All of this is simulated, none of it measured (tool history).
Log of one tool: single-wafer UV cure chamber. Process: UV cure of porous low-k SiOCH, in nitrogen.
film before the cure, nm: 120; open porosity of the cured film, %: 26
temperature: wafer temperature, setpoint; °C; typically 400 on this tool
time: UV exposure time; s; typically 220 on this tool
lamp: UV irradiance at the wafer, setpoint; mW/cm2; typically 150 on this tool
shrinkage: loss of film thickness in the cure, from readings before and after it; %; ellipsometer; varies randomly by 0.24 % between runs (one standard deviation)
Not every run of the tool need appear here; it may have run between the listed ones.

run,day,temperature,time,lamp,wafers since the last listed run,hours since the UV bulbs were replaced,wafers since the quartz window was cleaned,shrinkage
1,0,400,220,150,0,2873.4,394,15.261
2,1.488,400,220,150,412,2909.1,807,15.239
3,1.738,400,220,150,69,2915.1,876,15.599
# day 2.225: quartz window cleaned
4,2.642,400,220,150,158,2936.8,115,14.391
5,3.108,400,220,150,129,2948,245,15.048
6,3.742,400,255,150,175,2963.2,420,15.003
7,4.154,400,255,150,114,2973.1,535,15.342
8,4.525,400,255,150,102,2982,638,15.106
# day 5.208: quartz window cleaned, repeated, since the last time left the tool worse
9,5.229,414,220,150,102,2998.9,6,15.812
10,5.338,400,220,150,30,3001.5,36,15.673
# day 6.171: UV bulbs replaced
11,6.192,400,220,150,144,0.5,180,15.428
12,6.338,400,220,150,40,4,221,15.278
13,7.042,400,220,150,195,20.9,416,15.406
14,7.388,400,220,150,95,29.2,512,15.78
15,7.904,394,260,179,143,41.6,655,17.191
# day 8.304: quartz window cleaned
16,8.362,411,220,150,34,52.6,16,16.227
17,8.667,400,220,134,84,59.9,100,14.955
18,9.346,400,220,150,188,76.2,289,15.441
19,9.946,415,110,165,166,90.6,455,12.776
20,10.396,400,220,114,124,101.4,580,14.217
21,10.75,390,290,132,98,109.9,678,15.957
# day 11.25: quartz window cleaned
22,11.271,407,95,150,51,122.4,6,11.53
23,11.45,400,310,119,49,126.7,56,16.345
24,12.242,400,220,150,219,145.7,275,15.081
25,12.962,405,125,119,199,163,475,11.708
26,13.329,400,220,150,101,171.8,577,15.638
27,13.658,415,115,162,91,179.7,668,12.644
# day 14.267: quartz window cleaned
28,14.288,400,135,124,82,194.8,5,12.43

Each row is a separate what-if for the run after 28, all from the same tool condition, not one after another. Results?
A,14.304,400,220,150,4,195.2,10,?
B,14.304,415,155,183,4,195.2,10,?
C,14.304,410,220,150,4,195.2,10,?

run,shrinkage
A,15.558
B,15.079
C,15.749
With no hidden state in the tool, these same runs would have given:
run,shrinkage
A,15.685
B,15.206
C,15.877
